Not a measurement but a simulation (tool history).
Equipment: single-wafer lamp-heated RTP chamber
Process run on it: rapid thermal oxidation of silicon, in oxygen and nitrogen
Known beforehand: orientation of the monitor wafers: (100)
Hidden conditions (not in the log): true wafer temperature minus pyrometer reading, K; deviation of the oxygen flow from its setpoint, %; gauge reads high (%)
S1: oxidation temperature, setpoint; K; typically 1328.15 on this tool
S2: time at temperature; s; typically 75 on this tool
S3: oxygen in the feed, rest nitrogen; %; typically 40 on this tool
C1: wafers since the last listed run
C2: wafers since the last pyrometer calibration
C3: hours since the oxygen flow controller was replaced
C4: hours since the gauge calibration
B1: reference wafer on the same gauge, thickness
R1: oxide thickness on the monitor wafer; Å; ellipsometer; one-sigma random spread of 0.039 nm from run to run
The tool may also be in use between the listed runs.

run,hour,S1,S2,S3,C1,C2,C3,C4,B1,R1
1,0.0,1328.15,55,29,0,4228,2689.3,765.6,6.915,56.42
2,51.2,1328.15,84,40,348,4576,2740.5,816.8,6.902,77.40
3,80.5,1328.15,84,40,199,4776,2769.8,846.1,6.911,76.98
4,106.9,1328.15,84,40,179,4955,2796.2,872.5,6.910,77.58
# hour 173.3: gauge calibrated
5,174.7,1328.15,53,40,461,5417,2864.0,1.4,6.915,62.91
6,206.9,1328.15,75,40,219,5636,2896.2,33.6,6.920,73.58
# hour 246.7: pyrometer window cleaned and pyrometer calibrated
7,267.2,1328.15,51,40,355,139,2956.5,93.9,6.901,58.98
8,308.5,1328.15,51,40,281,420,2997.8,135.2,6.909,58.68
9,364.2,1328.15,51,40,379,799,3053.5,190.9,6.917,59.62
10,424.6,1328.15,75,40,410,1210,3113.9,251.3,6.901,72.01
# hour 460.1: oxygen flow controller replaced
11,489.3,1328.15,75,40,385,1596,29.2,316.0,6.925,71.95
12,531.1,1328.15,75,40,284,1880,71.0,357.8,6.909,72.31
13,566.4,1328.15,75,40,240,2120,106.3,393.1,6.903,72.79
14,620.9,1328.15,75,40,370,2491,160.8,447.6,6.903,72.92
15,681.6,1328.15,75,40,413,2904,221.5,508.3,6.912,73.27
16,721.4,1346.15,93,40,270,3175,261.3,548.1,6.912,91.82
17,754.1,1317.15,75,40,222,3397,294.0,580.8,6.903,67.78
18,789.5,1328.15,75,40,240,3638,329.4,616.2,6.909,73.08
19,856.9,1328.15,87,40,458,4097,396.8,683.6,6.915,78.62
20,927.0,1320.15,75,17,476,4574,466.9,753.7,6.908,51.65
21,1058.3,1347.15,75,40,893,5467,598.2,885.0,6.911,83.98
# hour 1078.9: pyrometer window cleaned and pyrometer calibrated
22,1100.8,1307.15,64,68,234,149,640.7,927.5,6.902,67.75
23,1156.0,1328.15,93,28,375,524,695.9,982.7,6.921,68.98
# hour 1211.9: gauge calibrated
24,1220.7,1328.15,75,49,440,964,760.6,8.8,6.915,76.37
25,1374.0,1328.15,55,29,1043,2008,913.9,162.1,6.918,56.66
26,1422.6,1328.15,75,29,330,2338,962.5,210.7,6.924,65.44
27,1477.1,1346.15,75,64,370,2709,1017.0,265.2,6.904,97.12
28,1520.6,1352.15,99,17,295,3005,1060.5,308.7,6.898,71.19

Branching from run 28: 5 alternative next runs. What would each branch give?
A,1521.0,1303.15,75,40,2,3008,1060.9,309.1,?,?
B,1521.0,1349.15,100,30,2,3008,1060.9,309.1,?,?
C,1521.0,1345.15,75,40,2,3008,1060.9,309.1,?,?
D,1521.0,1318.15,110,40,2,3008,1060.9,309.1,?,?
E,1521.0,1328.15,38,28,2,3008,1060.9,309.1,?,?

run,B1,R1
A,6.911,61.77
B,6.911,86.17
C,6.911,81.79
D,6.911,81.21
E,6.911,48.19
Without the tool's hidden state the same runs would have given:
run,R1
A,58.10
B,81.34
C,77.17
D,76.41
E,45.53

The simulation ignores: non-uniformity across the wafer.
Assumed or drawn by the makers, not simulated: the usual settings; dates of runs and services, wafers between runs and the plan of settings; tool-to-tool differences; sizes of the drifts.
